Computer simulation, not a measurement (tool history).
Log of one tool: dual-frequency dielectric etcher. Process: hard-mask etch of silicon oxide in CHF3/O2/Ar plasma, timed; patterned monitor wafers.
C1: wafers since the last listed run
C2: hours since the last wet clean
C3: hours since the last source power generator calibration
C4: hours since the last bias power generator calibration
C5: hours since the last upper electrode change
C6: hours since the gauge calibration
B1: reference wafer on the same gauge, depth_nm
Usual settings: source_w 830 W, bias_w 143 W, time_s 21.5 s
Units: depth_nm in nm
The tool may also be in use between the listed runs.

run 1 hour=0 | source_w=830 bias_w=143 time_s=21.5 | C1=0 C2=493.7 C3=3341.3 C4=2518.4 C5=1060.1 C6=2312 | B1=40.48 | depth_nm=41.38
run 2 hour=47.4 | source_w=830 bias_w=143 time_s=21.5 | C1=810 C2=541.1 C3=3388.7 C4=2565.8 C5=1107.5 C6=2359.4 | B1=40.47 | depth_nm=41.49
-- hour=56.1 gauge calibrated
-- hour=80 wet clean of the chamber
run 3 hour=102.7 | source_w=830 bias_w=143 time_s=21.5 | C1=535 C2=22.7 C3=3444 C4=2621.1 C5=1162.8 C6=46.6 | B1=40.47 | depth_nm=41.49
run 4 hour=143.3 | source_w=830 bias_w=143 time_s=21.5 | C1=694 C2=63.3 C3=3484.6 C4=2661.7 C5=1203.4 C6=87.2 | B1=40.5 | depth_nm=41.39
run 5 hour=286.8 | source_w=830 bias_w=143 time_s=20 | C1=2454 C2=206.8 C3=3628.1 C4=2805.2 C5=1346.9 C6=230.7 | B1=40.51 | depth_nm=38.55
run 6 hour=479.1 | source_w=830 bias_w=143 time_s=20 | C1=3289 C2=399.1 C3=3820.4 C4=2997.5 C5=1539.2 C6=423 | B1=40.55 | depth_nm=38.28
run 7 hour=539.7 | source_w=830 bias_w=143 time_s=24.5 | C1=1036 C2=459.7 C3=3881 C4=3058.1 C5=1599.8 C6=483.6 | B1=40.45 | depth_nm=47.2
-- hour=580.2 source power generator calibrated
-- hour=597.5 wet clean of the chamber
run 8 hour=602.3 | source_w=830 bias_w=143 time_s=24.5 | C1=707 C2=4.8 C3=22.1 C4=3120.7 C5=1662.4 C6=546.2 | B1=40.48 | depth_nm=46.86
run 9 hour=655.3 | source_w=1000 bias_w=108 time_s=25 | C1=906 C2=57.8 C3=75.1 C4=3173.7 C5=1715.4 C6=599.2 | B1=40.49 | depth_nm=48.22
run 10 hour=692.1 | source_w=650 bias_w=131 time_s=19.5 | C1=629 C2=94.6 C3=111.9 C4=3210.5 C5=1752.2 C6=636 | B1=40.47 | depth_nm=33.75
run 11 hour=723.8 | source_w=830 bias_w=143 time_s=21.5 | C1=542 C2=126.3 C3=143.6 C4=3242.2 C5=1783.9 C6=667.7 | B1=40.49 | depth_nm=41.13
run 12 hour=793.1 | source_w=1030 bias_w=122 time_s=23 | C1=1185 C2=195.6 C3=212.9 C4=3311.5 C5=1853.2 C6=737 | B1=40.52 | depth_nm=45.78
run 13 hour=836.3 | source_w=830 bias_w=143 time_s=21.5 | C1=738 C2=238.8 C3=256.1 C4=3354.7 C5=1896.4 C6=780.2 | B1=40.48 | depth_nm=41.07
run 14 hour=891.9 | source_w=830 bias_w=161 time_s=21.5 | C1=951 C2=294.4 C3=311.7 C4=3410.3 C5=1952 C6=835.8 | B1=40.5 | depth_nm=42.25
run 15 hour=932.2 | source_w=910 bias_w=143 time_s=21.5 | C1=689 C2=334.7 C3=352 C4=3450.6 C5=1992.3 C6=876.1 | B1=40.53 | depth_nm=42.34
run 16 hour=989.2 | source_w=710 bias_w=164 time_s=23.5 | C1=974 C2=391.7 C3=409 C4=3507.6 C5=2049.3 C6=933.1 | B1=40.52 | depth_nm=43.85
run 17 hour=1046.4 | source_w=970 bias_w=143 time_s=21.5 | C1=978 C2=448.9 C3=466.2 C4=3564.8 C5=2106.5 C6=990.3 | B1=40.49 | depth_nm=43.49
-- hour=1073 upper electrode replaced, of another model than before
run 18 hour=1166.9 | source_w=1020 bias_w=143 time_s=21.5 | C1=1650 C2=569.4 C3=586.7 C4=3685.3 C5=93.9 C6=1110.8 | B1=40.48 | depth_nm=46.45
-- hour=1191.2 bias power generator calibrated
run 19 hour=1221.3 | source_w=700 bias_w=143 time_s=17.5 | C1=862 C2=623.8 C3=641.1 C4=30.1 C5=148.3 C6=1165.2 | B1=40.5 | depth_nm=30.77
-- hour=1254.9 wet clean of the chamber
run 20 hour=1257.4 | source_w=830 bias_w=118 time_s=21.5 | C1=206 C2=2.5 C3=677.2 C4=66.2 C5=184.4 C6=1201.3 | B1=40.53 | depth_nm=40.56
run 21 hour=1296.3 | source_w=970 bias_w=120 time_s=27 | C1=665 C2=41.4 C3=716.1 C4=105.1 C5=223.3 C6=1240.2 | B1=40.53 | depth_nm=55.63
run 22 hour=1354.2 | source_w=830 bias_w=143 time_s=21.5 | C1=990 C2=99.3 C3=774 C4=163 C5=281.2 C6=1298.1 | B1=40.5 | depth_nm=41.68
run 23 hour=1411.3 | source_w=830 bias_w=143 time_s=16 | C1=976 C2=156.4 C3=831.1 C4=220.1 C5=338.3 C6=1355.2 | B1=40.48 | depth_nm=30.93
run 24 hour=1476 | source_w=830 bias_w=143 time_s=21.5 | C1=1106 C2=221.1 C3=895.8 C4=284.8 C5=403 C6=1419.9 | B1=40.52 | depth_nm=41.64
run 25 hour=1540 | source_w=830 bias_w=143 time_s=24 | C1=1094 C2=285.1 C3=959.8 C4=348.8 C5=467 C6=1483.9 | B1=40.51 | depth_nm=46.64
run 26 hour=1698.1 | source_w=760 bias_w=170 time_s=23.5 | C1=2704 C2=443.2 C3=1117.9 C4=506.9 C5=625.1 C6=1642 | B1=40.53 | depth_nm=44.54
run 27 hour=1736.2 | source_w=830 bias_w=111 time_s=21.5 | C1=651 C2=481.3 C3=1156 C4=545 C5=663.2 C6=1680.1 | B1=40.46 | depth_nm=40.49
run 28 hour=1772.2 | source_w=740 bias_w=143 time_s=21.5 | C1=615 C2=517.3 C3=1192 C4=581 C5=699.2 C6=1716.1 | B1=40.51 | depth_nm=39.26
run 29 hour=1816.7 | source_w=630 bias_w=175 time_s=25 | C1=761 C2=561.8 C3=1236.5 C4=625.5 C5=743.7 C6=1760.6 | B1=40.54 | depth_nm=42.91

4 ways to go on from here, each from the tool as it stands after run 29. What would each give?
run A hour=1817.1 | source_w=830 bias_w=143 time_s=21.5 | C1=6 C2=562.2 C3=1236.9 C4=625.9 C5=744.1 C6=1761 | B1=? | depth_nm=?
run B hour=1817.1 | source_w=630 bias_w=143 time_s=21.5 | C1=6 C2=562.2 C3=1236.9 C4=625.9 C5=744.1 C6=1761 | B1=? | depth_nm=?
run C hour=1817.1 | source_w=650 bias_w=179 time_s=21.5 | C1=6 C2=562.2 C3=1236.9 C4=625.9 C5=744.1 C6=1761 | B1=? | depth_nm=?
run D hour=1817.1 | source_w=750 bias_w=143 time_s=24.5 | C1=6 C2=562.2 C3=1236.9 C4=625.9 C5=744.1 C6=1761 | B1=? | depth_nm=?

run=A B1=40.5 depth_nm=41.81
run=B B1=40.5 depth_nm=35.76
run=C B1=40.5 depth_nm=37.6
run=D B1=40.5 depth_nm=45.08
Without the tool's hidden state the same runs would have given:
run=A depth_nm=40.88
run=B depth_nm=34.97
run=C depth_nm=36.77
run=D depth_nm=44.08
